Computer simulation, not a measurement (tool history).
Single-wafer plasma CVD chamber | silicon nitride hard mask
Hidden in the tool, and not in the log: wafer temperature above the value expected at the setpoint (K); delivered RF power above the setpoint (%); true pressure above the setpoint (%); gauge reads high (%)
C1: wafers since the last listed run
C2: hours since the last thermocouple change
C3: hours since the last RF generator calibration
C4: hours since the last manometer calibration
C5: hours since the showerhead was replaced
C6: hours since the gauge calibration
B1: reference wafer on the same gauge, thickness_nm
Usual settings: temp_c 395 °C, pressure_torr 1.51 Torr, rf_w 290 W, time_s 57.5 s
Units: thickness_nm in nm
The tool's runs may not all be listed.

{"run": 1, "hour": 0.0, "temp_c": 395, "pressure_torr": 1.51, "rf_w": 290, "time_s": 57.5, "C1": 0, "C2": 1785.6, "C3": 2239.1, "C4": 2004.1, "C5": 4499.6, "C6": 110.3, "B1": 66.931, "thickness_nm": 58.869}
{"run": 2, "hour": 52.4, "temp_c": 395, "pressure_torr": 1.51, "rf_w": 290, "time_s": 57.5, "C1": 897, "C2": 1838.0, "C3": 2291.5, "C4": 2056.5, "C5": 4552.0, "C6": 162.7, "B1": 66.897, "thickness_nm": 58.593}
{"run": 3, "hour": 65.6, "temp_c": 395, "pressure_torr": 1.51, "rf_w": 270, "time_s": 49.1, "C1": 226, "C2": 1851.2, "C3": 2304.7, "C4": 2069.7, "C5": 4565.2, "C6": 175.9, "B1": 66.874, "thickness_nm": 47.441}
{"run": 4, "hour": 78.6, "temp_c": 395, "pressure_torr": 1.51, "rf_w": 270, "time_s": 49.1, "C1": 222, "C2": 1864.2, "C3": 2317.7, "C4": 2082.7, "C5": 4578.2, "C6": 188.9, "B1": 66.925, "thickness_nm": 47.517}
{"run": 5, "hour": 88.1, "temp_c": 395, "pressure_torr": 1.51, "rf_w": 270, "time_s": 49.1, "C1": 162, "C2": 1873.7, "C3": 2327.2, "C4": 2092.2, "C5": 4587.7, "C6": 198.4, "B1": 66.895, "thickness_nm": 47.334}
{"run": 6, "hour": 101.1, "temp_c": 395, "pressure_torr": 1.51, "rf_w": 290, "time_s": 57.5, "C1": 222, "C2": 1886.7, "C3": 2340.2, "C4": 2105.2, "C5": 4600.7, "C6": 211.4, "B1": 66.921, "thickness_nm": 58.39}
{"run": 7, "hour": 118.3, "temp_c": 395, "pressure_torr": 1.51, "rf_w": 290, "time_s": 57.5, "C1": 294, "C2": 1903.9, "C3": 2357.4, "C4": 2122.4, "C5": 4617.9, "C6": 228.6, "B1": 66.886, "thickness_nm": 58.233}
{"run": 8, "hour": 127.0, "temp_c": 395, "pressure_torr": 1.51, "rf_w": 290, "time_s": 57.5, "C1": 149, "C2": 1912.6, "C3": 2366.1, "C4": 2131.1, "C5": 4626.6, "C6": 237.3, "B1": 66.876, "thickness_nm": 58.204}
{"hour": 136.1, "done": "RF generator calibrated"}
{"run": 9, "hour": 139.7, "temp_c": 389, "pressure_torr": 1.51, "rf_w": 290, "time_s": 60.8, "C1": 80, "C2": 1925.3, "C3": 3.6, "C4": 2143.8, "C5": 4639.3, "C6": 250.0, "B1": 66.901, "thickness_nm": 66.434}
{"run": 10, "hour": 154.5, "temp_c": 389, "pressure_torr": 1.51, "rf_w": 290, "time_s": 60.8, "C1": 253, "C2": 1940.1, "C3": 18.4, "C4": 2158.6, "C5": 4654.1, "C6": 264.8, "B1": 66.908, "thickness_nm": 66.221}
{"hour": 169.2, "done": "capacitance manometer re-zeroed and calibrated"}
{"run": 11, "hour": 169.7, "temp_c": 395, "pressure_torr": 1.51, "rf_w": 260, "time_s": 57.5, "C1": 123, "C2": 1955.3, "C3": 33.6, "C4": 0.5, "C5": 4669.3, "C6": 280.0, "B1": 66.901, "thickness_nm": 60.192}
{"run": 12, "hour": 178.0, "temp_c": 395, "pressure_torr": 1.51, "rf_w": 260, "time_s": 57.5, "C1": 142, "C2": 1963.6, "C3": 41.9, "C4": 8.8, "C5": 4677.6, "C6": 288.3, "B1": 66.881, "thickness_nm": 60.164}
{"run": 13, "hour": 191.7, "temp_c": 395, "pressure_torr": 1.51, "rf_w": 260, "time_s": 57.5, "C1": 234, "C2": 1977.3, "C3": 55.6, "C4": 22.5, "C5": 4691.3, "C6": 302.0, "B1": 66.886, "thickness_nm": 60.273}
{"run": 14, "hour": 207.6, "temp_c": 395, "pressure_torr": 1.51, "rf_w": 290, "time_s": 64.5, "C1": 272, "C2": 1993.2, "C3": 71.5, "C4": 38.4, "C5": 4707.2, "C6": 317.9, "B1": 66.878, "thickness_nm": 72.775}
{"hour": 213.8, "done": "gauge calibrated"}
{"hour": 218.6, "done": "thermocouple changed; heater temperature recalibrated"}
{"run": 15, "hour": 223.7, "temp_c": 395, "pressure_torr": 1.51, "rf_w": 290, "time_s": 57.5, "C1": 138, "C2": 5.1, "C3": 87.6, "C4": 54.5, "C5": 4723.3, "C6": 9.9, "B1": 66.873, "thickness_nm": 64.97}
{"run": 16, "hour": 240.9, "temp_c": 395, "pressure_torr": 1.62, "rf_w": 290, "time_s": 52.0, "C1": 294, "C2": 22.3, "C3": 104.8, "C4": 71.7, "C5": 4740.5, "C6": 27.1, "B1": 66.915, "thickness_nm": 60.492}
{"run": 17, "hour": 252.8, "temp_c": 405, "pressure_torr": 1.33, "rf_w": 290, "time_s": 57.5, "C1": 203, "C2": 34.2, "C3": 116.7, "C4": 83.6, "C5": 4752.4, "C6": 39.0, "B1": 66.886, "thickness_nm": 60.774}
{"run": 18, "hour": 265.5, "temp_c": 400, "pressure_torr": 1.51, "rf_w": 250, "time_s": 57.5, "C1": 217, "C2": 46.9, "C3": 129.4, "C4": 96.3, "C5": 4765.1, "C6": 51.7, "B1": 66.891, "thickness_nm": 58.29}
{"run": 19, "hour": 279.6, "temp_c": 395, "pressure_torr": 1.51, "rf_w": 290, "time_s": 57.5, "C1": 241, "C2": 61.0, "C3": 143.5, "C4": 110.4, "C5": 4779.2, "C6": 65.8, "B1": 66.879, "thickness_nm": 64.791}
{"run": 20, "hour": 290.3, "temp_c": 395, "pressure_torr": 1.86, "rf_w": 290, "time_s": 57.5, "C1": 183, "C2": 71.7, "C3": 154.2, "C4": 121.1, "C5": 4789.9, "C6": 76.5, "B1": 66.919, "thickness_nm": 70.586}
{"run": 21, "hour": 297.4, "temp_c": 395, "pressure_torr": 1.51, "rf_w": 265, "time_s": 48.0, "C1": 121, "C2": 78.8, "C3": 161.3, "C4": 128.2, "C5": 4797.0, "C6": 83.6, "B1": 66.923, "thickness_nm": 50.835}
{"run": 22, "hour": 305.0, "temp_c": 395, "pressure_torr": 1.73, "rf_w": 240, "time_s": 57.5, "C1": 130, "C2": 86.4, "C3": 168.9, "C4": 135.8, "C5": 4804.6, "C6": 91.2, "B1": 66.925, "thickness_nm": 59.997}
{"hour": 314.3, "done": "showerhead replaced"}
{"run": 23, "hour": 322.2, "temp_c": 395, "pressure_torr": 1.78, "rf_w": 290, "time_s": 57.5, "C1": 157, "C2": 103.6, "C3": 186.1, "C4": 153.0, "C5": 7.9, "C6": 108.4, "B1": 66.909, "thickness_nm": 69.373}
{"run": 24, "hour": 332.3, "temp_c": 395, "pressure_torr": 1.51, "rf_w": 275, "time_s": 57.5, "C1": 173, "C2": 113.7, "C3": 196.2, "C4": 163.1, "C5": 18.0, "C6": 118.5, "B1": 66.876, "thickness_nm": 62.537}
{"run": 25, "hour": 347.0, "temp_c": 385, "pressure_torr": 1.72, "rf_w": 245, "time_s": 46.4, "C1": 251, "C2": 128.4, "C3": 210.9, "C4": 177.8, "C5": 32.7, "C6": 133.2, "B1": 66.926, "thickness_nm": 49.352}
{"run": 26, "hour": 360.8, "temp_c": 395, "pressure_torr": 1.51, "rf_w": 290, "time_s": 57.5, "C1": 236, "C2": 142.2, "C3": 224.7, "C4": 191.6, "C5": 46.5, "C6": 147.0, "B1": 66.894, "thickness_nm": 64.635}
{"run": 27, "hour": 376.9, "temp_c": 391, "pressure_torr": 1.51, "rf_w": 290, "time_s": 62.4, "C1": 275, "C2": 158.3, "C3": 240.8, "C4": 207.7, "C5": 62.6, "C6": 163.1, "B1": 66.883, "thickness_nm": 70.389}
{"run": 28, "hour": 394.2, "temp_c": 395, "pressure_torr": 1.19, "rf_w": 290, "time_s": 63.5, "C1": 296, "C2": 175.6, "C3": 258.1, "C4": 225.0, "C5": 79.9, "C6": 180.4, "B1": 66.917, "thickness_nm": 62.945}
{"run": 29, "hour": 410.4, "temp_c": 395, "pressure_torr": 1.51, "rf_w": 290, "time_s": 57.5, "C1": 277, "C2": 191.8, "C3": 274.3, "C4": 241.2, "C5": 96.1, "C6": 196.6, "B1": 66.878, "thickness_nm": 64.798}

4 ways to go on from here, each from the tool as it stands after run 29. What would each give?
{"run": "A", "hour": 410.8, "temp_c": 395, "pressure_torr": 1.36, "rf_w": 290, "time_s": 57.5, "C1": 6, "C2": 192.2, "C3": 274.7, "C4": 241.6, "C5": 96.5, "C6": 197.0, "B1": "?", "thickness_nm": "?"}
{"run": "B", "hour": 410.8, "temp_c": 384, "pressure_torr": 1.65, "rf_w": 290, "time_s": 63.0, "C1": 6, "C2": 192.2, "C3": 274.7, "C4": 241.6, "C5": 96.5, "C6": 197.0, "B1": "?", "thickness_nm": "?"}
{"run": "C", "hour": 410.8, "temp_c": 395, "pressure_torr": 1.76, "rf_w": 290, "time_s": 57.5, "C1": 6, "C2": 192.2, "C3": 274.7, "C4": 241.6, "C5": 96.5, "C6": 197.0, "B1": "?", "thickness_nm": "?"}
{"run": "D", "hour": 410.8, "temp_c": 382, "pressure_torr": 1.65, "rf_w": 235, "time_s": 57.5, "C1": 6, "C2": 192.2, "C3": 274.7, "C4": 241.6, "C5": 96.5, "C6": 197.0, "B1": "?", "thickness_nm": "?"}

run=A B1=66.915 thickness_nm=61.497
run=B B1=66.915 thickness_nm=74.029
run=C B1=66.915 thickness_nm=69.039
run=D B1=66.915 thickness_nm=58.295
Without the tool's hidden state the same runs would have given:
run=A thickness_nm=61.711
run=B thickness_nm=74.280
run=C thickness_nm=69.274
run=D thickness_nm=58.499
